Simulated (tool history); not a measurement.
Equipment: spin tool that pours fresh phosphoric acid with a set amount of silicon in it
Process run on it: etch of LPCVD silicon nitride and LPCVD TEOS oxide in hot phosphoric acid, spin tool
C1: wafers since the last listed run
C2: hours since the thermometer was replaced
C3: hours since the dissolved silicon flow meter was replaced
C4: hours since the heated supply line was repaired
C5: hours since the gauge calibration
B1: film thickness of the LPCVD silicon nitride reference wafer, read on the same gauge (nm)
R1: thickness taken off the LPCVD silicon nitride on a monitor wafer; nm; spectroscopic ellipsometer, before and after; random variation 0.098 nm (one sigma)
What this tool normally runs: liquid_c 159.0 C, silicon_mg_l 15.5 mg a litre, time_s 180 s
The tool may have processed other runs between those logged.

Run 1, hour 0.0: usual settings but liquid_c 157.5 C; C1 0; C2 889.9; C3 1546.4; C4 3090.1; C5 32.7; B1 49.97. Result: R1 9.65 nm.
At hour 3.1: thermometer replaced.
Run 2, hour 18.4: usual settings; C1 71; C2 15.3; C3 1564.8; C4 3108.5; C5 51.1; B1 50.03. Result: R1 11.07 nm.
Run 3, hour 47.8: usual settings; C1 120; C2 44.7; C3 1594.2; C4 3137.9; C5 80.5; B1 49.99. Result: R1 10.78 nm.
Run 4, hour 81.4: usual settings; C1 137; C2 78.3; C3 1627.8; C4 3171.5; C5 114.1; B1 50.00. Result: R1 10.79 nm.
Run 5, hour 105.6: usual settings; C1 99; C2 102.5; C3 1652.0; C4 3195.7; C5 138.3; B1 50.01. Result: R1 10.86 nm.
Run 6, hour 140.9: usual settings but silicon_mg_l 6.0 mg a litre; C1 144; C2 137.8; C3 1687.3; C4 3231.0; C5 173.6; B1 50.02. Result: R1 10.93 nm.
Run 7, hour 161.2: usual settings but liquid_c 161.0 C, silicon_mg_l 3.0 mg a litre, time_s 270 s; C1 83; C2 158.1; C3 1707.6; C4 3251.3; C5 193.9; B1 50.04. Result: R1 17.43 nm.
Run 8, hour 175.0: usual settings but liquid_c 161.0 C, time_s 150 s; C1 56; C2 171.9; C3 1721.4; C4 3265.1; C5 207.7; B1 49.98. Result: R1 9.81 nm.
Run 9, hour 243.7: usual settings but time_s 125 s; C1 282; C2 240.6; C3 1790.1; C4 3333.8; C5 276.4; B1 49.97. Result: R1 7.48 nm.
At hour 249.2: dissolved silicon flow meter replaced.
Run 10, hour 276.2: usual settings; C1 129; C2 273.1; C3 27.0; C4 3366.3; C5 308.9; B1 49.99. Result: R1 10.62 nm.
Run 11, hour 293.8: usual settings but liquid_c 161.5 C, silicon_mg_l 3.0 mg a litre, time_s 85 s; C1 72; C2 290.7; C3 44.6; C4 3383.9; C5 326.5; B1 49.98. Result: R1 5.51 nm.
At hour 316.1: heated supply line repaired.
Run 12, hour 343.3: usual settings; C1 199; C2 340.2; C3 94.1; C4 27.2; C5 376.0; B1 50.00. Result: R1 12.48 nm.
Run 13, hour 371.1: usual settings but silicon_mg_l 7.0 mg a litre; C1 114; C2 368.0; C3 121.9; C4 55.0; C5 403.8; B1 50.03. Result: R1 12.41 nm.
Run 14, hour 385.7: usual settings but liquid_c 160.0 C, silicon_mg_l 23.5 mg a litre, time_s 80 s; C1 59; C2 382.6; C3 136.5; C4 69.6; C5 418.4; B1 50.02. Result: R1 5.76 nm.
Run 15, hour 403.6: usual settings but liquid_c 157.5 C, silicon_mg_l 22.0 mg a litre, time_s 140 s; C1 73; C2 400.5; C3 154.4; C4 87.5; C5 436.3; B1 50.00. Result: R1 9.05 nm.
Run 16, hour 423.0: usual settings; C1 79; C2 419.9; C3 173.8; C4 106.9; C5 455.7; B1 49.99. Result: R1 12.53 nm.
Run 17, hour 449.1: usual settings; C1 107; C2 446.0; C3 199.9; C4 133.0; C5 481.8; B1 50.03. Result: R1 12.35 nm.
Run 18, hour 468.4: usual settings but liquid_c 157.0 C; C1 79; C2 465.3; C3 219.2; C4 152.3; C5 501.1; B1 50.00. Result: R1 11.56 nm.
Run 19, hour 485.0: usual settings but liquid_c 158.0 C, silicon_mg_l 23.0 mg a litre; C1 68; C2 481.9; C3 235.8; C4 168.9; C5 517.7; B1 50.00. Result: R1 12.01 nm.
Run 20, hour 499.9: usual settings; C1 61; C2 496.8; C3 250.7; C4 183.8; C5 532.6; B1 49.98. Result: R1 12.42 nm.
Run 21, hour 528.9: usual settings but liquid_c 158.0 C; C1 119; C2 525.8; C3 279.7; C4 212.8; C5 561.6; B1 50.00. Result: R1 12.04 nm.
Run 22, hour 552.3: usual settings; C1 96; C2 549.2; C3 303.1; C4 236.2; C5 585.0; B1 50.02. Result: R1 12.18 nm.

Each row is a separate what-if for the run after 22, all from the same tool condition, not one after another. Results?
Run A, hour 552.8: usual settings but time_s 235 s; C1 2; C2 549.7; C3 303.6; C4 236.7; C5 585.5; B1 ?. Result: R1 ?.
Run B, hour 552.8: usual settings but liquid_c 157.0 C, silicon_mg_l 12.0 mg a litre; C1 2; C2 549.7; C3 303.6; C4 236.7; C5 585.5; B1 ?. Result: R1 ?.
Run C, hour 552.8: usual settings but liquid_c 157.5 C, time_s 270 s; C1 2; C2 549.7; C3 303.6; C4 236.7; C5 585.5; B1 ?. Result: R1 ?.
Run D, hour 552.8: usual settings but liquid_c 156.5 C, silicon_mg_l 5.5 mg a litre; C1 2; C2 549.7; C3 303.6; C4 236.7; C5 585.5; B1 ?. Result: R1 ?.

run     B1     R1
  A  49.98  16.20
  B  49.98  11.59
  C  49.98  17.69
  D  49.98  11.39
What these runs would have given with no unlogged condition in the tool:
run     R1
  A  17.05
  B  12.20
  C  18.61
  D  11.99

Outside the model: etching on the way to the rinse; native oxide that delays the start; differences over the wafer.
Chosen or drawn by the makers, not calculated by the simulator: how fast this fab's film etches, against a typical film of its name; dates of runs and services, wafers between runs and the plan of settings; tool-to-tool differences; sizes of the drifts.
